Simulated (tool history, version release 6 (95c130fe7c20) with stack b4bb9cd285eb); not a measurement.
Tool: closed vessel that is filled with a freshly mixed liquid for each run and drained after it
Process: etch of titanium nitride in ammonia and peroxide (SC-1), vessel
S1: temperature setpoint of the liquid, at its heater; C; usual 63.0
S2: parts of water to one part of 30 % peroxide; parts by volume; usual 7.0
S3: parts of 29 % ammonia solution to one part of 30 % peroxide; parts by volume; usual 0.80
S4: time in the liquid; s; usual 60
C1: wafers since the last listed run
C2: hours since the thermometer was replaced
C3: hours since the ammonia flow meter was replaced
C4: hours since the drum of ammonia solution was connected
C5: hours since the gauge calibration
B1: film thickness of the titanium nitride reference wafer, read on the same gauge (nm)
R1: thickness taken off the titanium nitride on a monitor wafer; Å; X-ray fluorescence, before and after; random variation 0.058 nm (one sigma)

run	hour	S1	S2	S3	S4	C1	C2	C3	C4	C5	B1	R1
1	0.0	63.0	7.0	0.80	60	0	1964.9	1602.5	992.8	368.9	80.03	110.8
2	16.2	63.0	7.0	1.05	60	1896	1981.1	1618.7	1009.0	385.1	79.99	114.1
3	23.2	63.0	9.5	0.80	60	819	1988.1	1625.7	1016.0	392.1	80.00	94.6
4	34.3	63.0	7.0	0.80	60	1299	1999.2	1636.8	1027.1	403.2	80.01	110.4
# hour 41.2: new drum of ammonia solution connected
5	45.8	63.0	7.0	0.80	60	1229	2010.7	1648.3	4.6	414.7	80.01	109.6
6	60.4	63.0	7.0	0.80	60	1709	2025.3	1662.9	19.2	429.3	79.97	110.0
7	74.0	63.0	7.0	0.80	60	1592	2038.9	1676.5	32.8	442.9	79.99	110.0
8	87.9	63.0	9.0	0.80	60	1627	2052.8	1690.4	46.7	456.8	79.98	97.1
9	97.1	63.0	7.0	0.80	60	1077	2062.0	1699.6	55.9	466.0	80.01	109.4
10	114.0	63.0	7.0	0.80	60	1978	2078.9	1716.5	72.8	482.9	79.99	109.3
11	127.7	58.5	8.5	1.15	30	1603	2092.6	1730.2	86.5	496.6	80.01	38.5
12	136.4	63.0	6.0	0.80	60	1018	2101.3	1738.9	95.2	505.3	80.00	116.4
13	153.2	57.5	7.0	0.95	75	1966	2118.1	1755.7	112.0	522.1	80.00	96.6
# hour 156.0: gauge calibrated
# hour 163.2: thermometer replaced
14	163.7	56.0	5.0	0.65	60	1112	0.5	1766.2	122.5	7.7	80.01	92.9
15	176.6	63.0	10.5	0.80	60	1510	13.4	1779.1	135.4	20.6	80.03	105.8
16	190.8	58.0	9.0	1.05	90	1662	27.6	1793.3	149.6	34.8	80.02	128.9
17	200.0	63.0	7.0	0.80	60	1077	36.8	1802.5	158.8	44.0	80.01	129.4
18	214.1	63.0	7.0	0.55	60	1650	50.9	1816.6	172.9	58.1	79.99	121.9
19	227.3	63.0	7.0	0.80	60	1545	64.1	1829.8	186.1	71.3	80.00	128.8
# hour 232.6: ammonia flow meter replaced
20	242.0	63.0	7.0	0.80	60	1603	78.8	9.4	200.8	86.0	79.96	128.6
21	256.9	58.5	5.0	0.40	70	1744	93.7	24.3	215.7	100.9	79.99	118.2
22	271.3	63.0	9.0	0.50	60	1685	108.1	38.7	230.1	115.3	80.00	105.1
23	282.8	63.0	7.0	0.80	60	1346	119.6	50.2	241.6	126.8	79.97	128.8
24	300.6	63.0	7.0	0.80	60	2083	137.4	68.0	259.4	144.6	80.02	128.5
25	312.2	63.0	7.0	0.80	60	1358	149.0	79.6	271.0	156.2	80.00	128.8
26	324.2	70.0	8.5	0.80	60	1404	161.0	91.6	283.0	168.2	80.02	181.8
27	330.3	70.0	9.5	0.45	30	714	167.1	97.7	289.1	174.3	80.01	78.5
28	339.0	63.0	7.0	1.15	60	1018	175.8	106.4	297.8	183.0	79.98	134.3
29	353.0	63.0	7.0	0.90	30	1638	189.8	120.4	311.8	197.0	79.99	65.3

Forecast each of these 3 alternatives for the next run:
A	353.7	63.0	8.5	0.80	60	81	190.5	121.1	312.5	197.7	?	?
B	353.7	56.0	7.0	1.10	70	81	190.5	121.1	312.5	197.7	?	?
C	353.7	63.0	5.5	0.80	60	81	190.5	121.1	312.5	197.7	?	?

run	B1	R1
A	79.99	116.1
B	79.99	98.0
C	79.99	142.8
Without the tool's hidden state the same runs would have given:
run	R1
A	120.2
B	101.6
C	147.8
